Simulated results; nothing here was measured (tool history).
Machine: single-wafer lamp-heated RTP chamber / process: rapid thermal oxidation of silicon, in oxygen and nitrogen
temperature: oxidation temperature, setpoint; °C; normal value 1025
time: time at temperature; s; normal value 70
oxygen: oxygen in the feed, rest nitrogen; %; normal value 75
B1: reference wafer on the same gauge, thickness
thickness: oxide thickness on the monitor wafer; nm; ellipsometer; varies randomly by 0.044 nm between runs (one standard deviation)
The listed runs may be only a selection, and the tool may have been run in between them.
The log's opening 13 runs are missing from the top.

run 14 hour=435.6 | temperature=1017 time=70 oxygen=75 | B1=8.073 | thickness=7.852
run 15 hour=458.1 | temperature=1036 time=70 oxygen=75 | B1=8.070 | thickness=8.886
run 16 hour=492.1 | temperature=1036 time=70 oxygen=75 | B1=8.079 | thickness=8.989
-- hour=496.1 gauge calibrated
run 17 hour=527.7 | temperature=1036 time=70 oxygen=75 | B1=8.065 | thickness=8.934
run 18 hour=559.6 | temperature=1041 time=57 oxygen=75 | B1=8.065 | thickness=8.610
run 19 hour=571.8 | temperature=1014 time=103 oxygen=51 | B1=8.066 | thickness=8.033
run 20 hour=605.6 | temperature=1000 time=87 oxygen=50 | B1=8.072 | thickness=6.632
run 21 hour=637.5 | temperature=1025 time=86 oxygen=75 | B1=8.072 | thickness=9.163
run 22 hour=672.9 | temperature=1009 time=93 oxygen=87 | B1=8.070 | thickness=8.943
-- hour=686.7 oxygen flow controller replaced
run 23 hour=705.9 | temperature=1048 time=70 oxygen=98 | B1=8.071 | thickness=10.810
run 24 hour=737.7 | temperature=1025 time=70 oxygen=75 | B1=8.060 | thickness=8.416
run 25 hour=762.9 | temperature=1017 time=90 oxygen=75 | B1=8.074 | thickness=8.822
-- hour=811.1 pyrometer window cleaned and pyrometer calibrated
run 26 hour=816.9 | temperature=996 time=82 oxygen=57 | B1=8.074 | thickness=6.435
run 27 hour=848.0 | temperature=1025 time=47 oxygen=98 | B1=8.069 | thickness=7.539
run 28 hour=866.1 | temperature=1025 time=99 oxygen=83 | B1=8.070 | thickness=9.845
run 29 hour=889.7 | temperature=1042 time=70 oxygen=75 | B1=8.064 | thickness=9.341
run 30 hour=918.5 | temperature=1034 time=35 oxygen=98 | B1=8.068 | thickness=7.162
run 31 hour=931.4 | temperature=1025 time=70 oxygen=75 | B1=8.066 | thickness=8.261
run 32 hour=948.8 | temperature=1033 time=70 oxygen=84 | B1=8.073 | thickness=9.137
run 33 hour=962.5 | temperature=1011 time=93 oxygen=87 | B1=8.073 | thickness=8.897
run 34 hour=988.9 | temperature=1015 time=70 oxygen=89 | B1=8.076 | thickness=8.203
run 35 hour=1013.5 | temperature=1025 time=70 oxygen=75 | B1=8.081 | thickness=8.236
run 36 hour=1041.9 | temperature=999 time=42 oxygen=93 | B1=8.060 | thickness=5.976

The next listed run, before its measurement:
run 37 hour=1104.5 | temperature=1003 time=99 oxygen=97 | B1=? | thickness=?

B1: 8.080
thickness: 9.109 nm
With the hidden condition absent and the run-to-run variation left alone, this run would have shown thickness 8.834 nm.
